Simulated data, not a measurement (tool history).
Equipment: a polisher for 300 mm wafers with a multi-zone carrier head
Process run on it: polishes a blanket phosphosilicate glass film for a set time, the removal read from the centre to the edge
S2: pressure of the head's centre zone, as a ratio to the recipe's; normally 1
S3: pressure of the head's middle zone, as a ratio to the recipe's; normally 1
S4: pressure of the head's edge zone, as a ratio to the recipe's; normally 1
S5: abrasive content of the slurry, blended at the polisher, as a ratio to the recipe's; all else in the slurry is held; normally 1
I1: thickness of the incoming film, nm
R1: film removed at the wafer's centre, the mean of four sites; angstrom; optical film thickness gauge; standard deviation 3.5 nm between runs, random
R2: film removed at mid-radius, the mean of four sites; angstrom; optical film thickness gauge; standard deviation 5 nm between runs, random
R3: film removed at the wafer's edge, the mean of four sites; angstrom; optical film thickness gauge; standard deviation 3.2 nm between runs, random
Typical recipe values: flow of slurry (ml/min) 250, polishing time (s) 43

Run 1, hour 0: usual settings but flow of slurry (ml/min) 310, polishing time (s) 31; I1 4628. Result: R1 2594 angstrom, R2 2633 angstrom, R3 2598 angstrom.
Run 2, hour 37.8: usual settings but flow of slurry (ml/min) 310, polishing time (s) 31; I1 4597.2. Result: R1 2575 angstrom, R2 2600 angstrom, R3 2508 angstrom.
Run 3, hour 101.4: usual settings but flow of slurry (ml/min) 310, polishing time (s) 31; I1 4607.6. Result: R1 2546 angstrom, R2 2539 angstrom, R3 2459 angstrom.
Run 4, hour 162.3: usual settings; I1 4613.6. Result: R1 3380 angstrom, R2 3421 angstrom, R3 3362 angstrom.
At hour 182.3: worn pad replaced by a new one.
At hour 344.4: slurry nozzle cleaned.
At hour 346: carrier head's membrane replaced by a new one.
Run 5, hour 370.4: usual settings; I1 4649.2. Result: R1 3515 angstrom, R2 3565 angstrom, R3 3467 angstrom.
At hour 410.5: centre zone pressure recalibrated.
At hour 414.8: worn pad replaced by a new one.
Run 6, hour 437: usual settings; I1 4565.4. Result: R1 3615 angstrom, R2 3652 angstrom, R3 3536 angstrom.
Run 7, hour 670.2: usual settings; I1 4546.6. Result: R1 3454 angstrom, R2 3482 angstrom, R3 3379 angstrom.
At hour 722.1: worn pad replaced by a new one.
Run 8, hour 728.8: usual settings; I1 4569.2. Result: R1 3628 angstrom, R2 3549 angstrom, R3 3579 angstrom.
Run 9, hour 777: usual settings but S2 1.05, S3 0.96, S5 0.9; I1 4651.9. Result: R1 3489 angstrom, R2 3196 angstrom, R3 3269 angstrom.
Run 10, hour 873.5: usual settings but S3 0.92, S4 0.92, polishing time (s) 52; I1 4605.3. Result: R1 4133 angstrom, R2 3726 angstrom, R3 3912 angstrom.
Run 11, hour 966: usual settings; I1 4567.8. Result: R1 3268 angstrom, R2 3202 angstrom, R3 3224 angstrom.
At hour 969: edge zone pressure recalibrated.
At hour 999.3: slurry nozzle cleaned.
At hour 1020: carrier head's membrane replaced by a new one.
At hour 1024.5: worn pad replaced by a new one.
Run 12, hour 1064.2: usual settings; I1 4599.7. Result: R1 3648 angstrom, R2 3652 angstrom, R3 3528 angstrom.
Run 13, hour 1130.6: usual settings but S3 1.08; I1 4642.1. Result: R1 3580 angstrom, R2 3793 angstrom, R3 3462 angstrom.
Run 14, hour 1178.5: usual settings but S2 0.92, S4 1.1, polishing time (s) 29; I1 4592.8. Result: R1 2162 angstrom, R2 2403 angstrom, R3 2393 angstrom.
Run 15, hour 1232.6: usual settings; I1 4584.5. Result: R1 3499 angstrom, R2 3495 angstrom, R3 3439 angstrom.
At hour 1264.1: worn pad replaced by a new one.
Run 16, hour 1297.1: usual settings but flow of slurry (ml/min) 180, polishing time (s) 54; I1 4551.2. Result: R1 4204 angstrom, R2 4334 angstrom, R3 4275 angstrom.
Run 17, hour 1347.4: usual settings but S3 0.92, S5 0.9; I1 4595.4. Result: R1 3342 angstrom, R2 3117 angstrom, R3 3272 angstrom.

Below, some changes in R1 between adjacent runs. For each, the amount present without the hidden state too (settings, incoming material, random variation) and the amount remaining for the hidden state with gauge scatter not shared by both compared results:
Hidden state present: removal rate lost through wear of the pad, %; slurry flow missing at the pad, %; deviation of the centre zone's pressure from its setpoint, %; deviation of the edge zone's pressure from its setpoint, %.
Run 11 -> 12: edge zone pressure recalibrated, slurry nozzle cleaned, carrier head's membrane replaced by a new one, worn pad replaced by a new one. R1 +380 angstrom: hidden state +371, all else +9.
Run 13 -> 14: S2 1 -> 0.92, S3 1.08 -> 1, S4 1 -> 1.1, polishing time (s) 43 -> 29. R1 -1418 angstrom: hidden state +44, all else -1462.

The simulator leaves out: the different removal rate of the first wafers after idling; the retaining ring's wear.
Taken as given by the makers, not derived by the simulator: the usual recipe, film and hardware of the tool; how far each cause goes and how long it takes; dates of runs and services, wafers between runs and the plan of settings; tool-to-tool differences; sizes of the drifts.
